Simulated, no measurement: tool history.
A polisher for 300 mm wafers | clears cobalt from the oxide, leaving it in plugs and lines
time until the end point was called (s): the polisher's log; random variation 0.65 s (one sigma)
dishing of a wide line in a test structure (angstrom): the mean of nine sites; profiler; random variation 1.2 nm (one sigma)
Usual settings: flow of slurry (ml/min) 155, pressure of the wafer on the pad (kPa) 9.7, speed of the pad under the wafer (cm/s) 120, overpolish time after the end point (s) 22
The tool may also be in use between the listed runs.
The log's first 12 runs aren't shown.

run	day	flow of slurry (ml/min)	pressure of the wafer on the pad (kPa)	speed of the pad under the wafer (cm/s)	overpolish time after the end point (s)	incoming thickness of the incoming film, nm	time until the end point was called (s)	dishing of a wide line in a test structure (angstrom)
13	41.383	155	9.7	120	22	170.4	43.3	502
14	44.362	155	9.7	132	22	169.2	39.6	545
15	46.892	155	9.7	132	22	169	38.5	532
# day 49.708: worn pad replaced by a new one
16	50.204	110	6.9	146	22	171.4	48.6	472
17	53.171	155	9.7	120	22	169.2	43.7	518
# day 54.092: slurry nozzle cleaned
# day 55.271: head pressure recalibrated
18	55.854	155	9.7	120	22	171.8	45.1	510
19	58.112	185	7.6	142	11	171.9	44.2	333
20	60.425	155	9.7	120	33	168	43.7	606
21	64.412	105	9.7	120	22	173.6	48.5	501
# day 68.183: worn pad replaced by a new one
22	68.862	175	8.3	78	13	170.3	75	247
23	71.35	155	11.7	134	22	168	33.6	575
# day 72.429: slurry nozzle cleaned
24	73.9	110	12.4	120	29	171	37.5	602
25	77.004	155	6.9	88	22	170.1	76.1	357
26	80.062	155	9.7	120	12	169.6	43.9	370
27	84.088	155	9.7	146	22	169.3	35.8	562
28	87.496	155	11.7	120	22	168.7	37.6	551
# day 88.838: worn pad replaced by a new one
# day 89.85: slurry nozzle cleaned
29	90.358	175	6.9	102	31	171.9	67.5	495
30	92.992	155	9.7	120	12	168.5	42.6	353

4 ways to go on from here, each from the tool as it stands after run 30. What would each give?
A	93.008	190	9.7	120	22	170.6	?	?
B	93.008	210	13.1	120	31	170.6	?	?
C	93.008	180	9.7	120	22	170.6	?	?
D	93.008	155	9.7	120	34	170.6	?	?

run	time until the end point was called (s)	dishing of a wide line in a test structure (angstrom)
A	42.3	537
B	32.7	680
C	42.6	535
D	43.5	642
Without the tool's hidden state the same runs would have given:
run	time until the end point was called (s)	dishing of a wide line in a test structure (angstrom)
A	42.3	537
B	32.7	680
C	42.6	535
D	43.5	642
